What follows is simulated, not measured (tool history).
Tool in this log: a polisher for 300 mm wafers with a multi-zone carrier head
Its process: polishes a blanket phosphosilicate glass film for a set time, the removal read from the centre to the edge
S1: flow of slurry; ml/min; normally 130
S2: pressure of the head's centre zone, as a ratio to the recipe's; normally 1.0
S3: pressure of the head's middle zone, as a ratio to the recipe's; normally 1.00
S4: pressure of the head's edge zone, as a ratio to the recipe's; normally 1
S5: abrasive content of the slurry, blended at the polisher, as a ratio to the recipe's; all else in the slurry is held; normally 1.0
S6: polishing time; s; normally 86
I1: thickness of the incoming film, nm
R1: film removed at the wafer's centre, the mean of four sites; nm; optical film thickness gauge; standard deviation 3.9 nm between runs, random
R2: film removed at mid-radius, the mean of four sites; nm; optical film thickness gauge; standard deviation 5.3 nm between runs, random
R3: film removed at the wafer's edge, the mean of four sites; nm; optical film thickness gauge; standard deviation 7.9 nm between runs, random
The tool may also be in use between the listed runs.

{"run": 1, "hour": 0.0, "S1": 130, "S2": 1.0, "S3": 1.0, "S4": 1, "S5": 1.0, "S6": 86, "I1": 3063.7, "R1": 628.5, "R2": 614.3, "R3": 627.3}
{"hour": 19.1, "done": "centre zone pressure recalibrated"}
{"hour": 29.5, "done": "carrier head's membrane replaced by a new one"}
{"run": 2, "hour": 37.9, "S1": 130, "S2": 1.0, "S3": 1.0, "S4": 1, "S5": 1.0, "S6": 86, "I1": 3090.3, "R1": 635.2, "R2": 611.9, "R3": 627.2}
{"hour": 81.9, "done": "worn pad replaced by a new one"}
{"run": 3, "hour": 112.2, "S1": 130, "S2": 1.0, "S3": 1.0, "S4": 1, "S5": 1.0, "S6": 86, "I1": 3065.8, "R1": 624.6, "R2": 608.5, "R3": 634.4}
{"run": 4, "hour": 216.5, "S1": 130, "S2": 1.0, "S3": 0.97, "S4": 1, "S5": 1.0, "S6": 86, "I1": 3095.9, "R1": 616.4, "R2": 588.8, "R3": 610.4}
{"run": 5, "hour": 307.1, "S1": 130, "S2": 1.0, "S3": 1.0, "S4": 1, "S5": 1.0, "S6": 64, "I1": 3105.4, "R1": 458.2, "R2": 449.5, "R3": 459.0}
{"run": 6, "hour": 389.5, "S1": 155, "S2": 1.0, "S3": 0.9, "S4": 1, "S5": 1.2, "S6": 86, "I1": 3142.7, "R1": 698.4, "R2": 621.3, "R3": 675.9}
{"hour": 425.4, "done": "slurry nozzle cleaned"}
{"run": 7, "hour": 441.2, "S1": 95, "S2": 0.9, "S3": 0.93, "S4": 1, "S5": 1.0, "S6": 112, "I1": 3074.2, "R1": 701.9, "R2": 715.7, "R3": 796.2}
{"run": 8, "hour": 534.7, "S1": 130, "S2": 1.0, "S3": 1.0, "S4": 1, "S5": 1.0, "S6": 75, "I1": 3085.7, "R1": 543.3, "R2": 533.9, "R3": 550.4}
{"run": 9, "hour": 599.2, "S1": 130, "S2": 1.0, "S3": 1.0, "S4": 1, "S5": 0.9, "S6": 86, "I1": 3125.8, "R1": 587.6, "R2": 574.8, "R3": 599.4}
{"hour": 668.7, "done": "worn pad replaced by a new one"}
{"run": 10, "hour": 677.2, "S1": 130, "S2": 1.0, "S3": 1.0, "S4": 1, "S5": 1.0, "S6": 86, "I1": 3093.1, "R1": 619.1, "R2": 610.6, "R3": 637.1}

Run 11 comes next. What will it give?
{"run": 11, "hour": 743.5, "S1": 130, "S2": 1.0, "S3": 1.0, "S4": 1, "S5": 1.0, "S6": 86, "I1": 3080.1, "R1": "?", "R2": "?", "R3": "?"}

{"run 11": {"R1": 621.4, "R2": 598.0, "R3": 618.7}}
Take away the tool's hidden state, keep the run-to-run variation as it was, and the same run would have given R1 644.8 nm, R2 617.6 nm, R3 632.7 nm.
